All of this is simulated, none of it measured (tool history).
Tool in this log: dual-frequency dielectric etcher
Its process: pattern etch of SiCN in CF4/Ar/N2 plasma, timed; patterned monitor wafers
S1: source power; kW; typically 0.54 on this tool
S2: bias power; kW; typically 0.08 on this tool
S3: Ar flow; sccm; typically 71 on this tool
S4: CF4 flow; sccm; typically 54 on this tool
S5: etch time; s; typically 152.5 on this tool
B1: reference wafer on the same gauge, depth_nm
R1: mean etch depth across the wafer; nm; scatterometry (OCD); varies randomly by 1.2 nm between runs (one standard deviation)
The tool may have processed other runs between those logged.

run    hour    S1     S2  S3  S4     S5     B1     R1
  1       0  0.54   0.08  71  54  152.5  195.1    171
  2   106.8  0.44   0.08  71  49  152.5    195    149
  3   212.3  0.54   0.08  63  54  152.5    195  173.3
  4   290.6  0.54   0.08  71  47  152.5  195.1    165
  5   393.1  0.54   0.08  71  60  152.5  194.8  169.8
  6   500.3  0.54   0.08  71  54  152.5  194.9  166.3
  7   550.1  0.43   0.08  71  54    111  195.1  104.8
  8   649.2  0.54   0.08  71  54  152.5  195.1  163.4
  9   722.5  0.54   0.08  71  54  152.5  194.8    164
 10   799.6  0.54   0.08  71  54  177.5  194.9  186.7
 11   871.2  0.54   0.08  71  54  193.5  195.1  217.8
 12   931.3  0.54  0.098  87  47    109  194.9  134.5
 13   995.4  0.54  0.074  85  66  117.5  194.9  122.6
 14  1098.2  0.54   0.08  71  54  152.5  194.8  169.3
 15  1170.9  0.54   0.08  71  54  197.5    195  219.2
 16  1258.8  0.54   0.08  71  54  152.5  194.6  169.1
 17  1300.2  0.54   0.08  71  54  189.5    195  208.4
 18  1395.8  0.54   0.08  71  54  152.5  194.8  167.6
 19  1445.6  0.54   0.08  71  54  152.5  194.8  164.7
 20  1521.3  0.44   0.08  71  49  152.5  195.2  144.4
 21  1627.2  0.54   0.08  71  65  152.5  195.1  165.2
 22  1681.7  0.54    0.1  59  47    190  194.9  249.5

Not shown here: 5 entries made in the log between runs. Locate each between two listed runs and compare the hidden state at the listed run before it with the hidden state at the listed run after it:
In the gap between runs 9 and 10: gauge calibrated (hour 783.6)
  etch rate over this chamber's usual, %: -5.68 -> -6.2
  measured result minus the result with no hidden state, R1: -9.9 -> -12.4 nm
In the gap between runs 10 and 11: wet clean of the chamber (hour 870.7)
  etch rate over this chamber's usual, %: -6.2 -> -0.0308
  measured result minus the result with no hidden state, R1: -12.4 -> -0.1 nm
In the gap between runs 17 and 18: upper electrode replaced (hour 1395.3)
  etch rate over this chamber's usual, %: -2.93 -> -3.57
  measured result minus the result with no hidden state, R1: -6.3 -> -6.2 nm
In the gap between runs 20 and 21: Ar flow controller replaced (hour 1565.1)
  etch rate over this chamber's usual, %: -4.42 -> -5.13
  measured result minus the result with no hidden state, R1: -6.6 -> -9 nm
In the gap between runs 21 and 22: wet clean of the chamber (hour 1667.8)
  etch rate over this chamber's usual, %: -5.13 -> -0.855
  measured result minus the result with no hidden state, R1: -9 -> -2.1 nm
